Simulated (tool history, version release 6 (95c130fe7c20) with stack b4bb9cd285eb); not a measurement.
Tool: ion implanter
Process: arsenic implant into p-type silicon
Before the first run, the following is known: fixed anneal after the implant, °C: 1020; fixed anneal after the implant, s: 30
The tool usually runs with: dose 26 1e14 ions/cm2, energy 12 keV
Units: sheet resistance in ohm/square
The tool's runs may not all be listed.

run	hour	dose	energy	wafers since the last listed run	hours since the last dose calibration	hours since the extraction supply was calibrated	hours since the gauge calibration	read-back reference wafer on the same gauge, sheet resistance	sheet resistance
1	0	26	12	0	338	3158.6	89.3	109.2	97.46
2	59.5	26	12	794	397.5	3218.1	148.8	109.15	97.58
3	111.8	28.12	12	698	449.8	3270.4	201.1	109.09	95.83
4	174.5	28.12	12	837	512.5	3333.1	263.8	109.14	95.79
5	217.5	22.68	12	574	555.5	3376.1	306.8	109.07	99.8
6	253.7	22.68	12	483	591.7	3412.3	343	109.12	99.84
7	306	22.68	12	698	644	3464.6	395.3	109.1	99.89
8	369.8	29.2	12	852	707.8	3528.4	459.1	109.14	95.05
# hour 378.2: extraction supply calibrated
9	415.3	29.2	12	500	753.3	37.1	504.6	109.03	94.86
10	469.8	29.2	12	727	807.8	91.6	559.1	109.15	95.01
11	536.4	23.93	11	889	874.4	158.2	625.7	109.16	99.47
12	574.1	23.93	11	503	912.1	195.9	663.4	109.08	99.24
# hour 610.6: gauge calibrated
13	642.2	26	14	909	980.2	264	31.6	109.07	94.77
14	681.3	23.93	11	522	1019.3	303.1	70.7	109.08	99.65

Expected results for the next run?
15	728.1	30.66	9	625	1066.1	349.9	117.5	?	?

Run 15 came out at read-back reference wafer on the same gauge, sheet resistance 109.01, sheet resistance 97.02 ohm/square.
Were there no unlogged condition in the tool, this run, its random variation unchanged, would have produced sheet resistance 97.67 ohm/square.
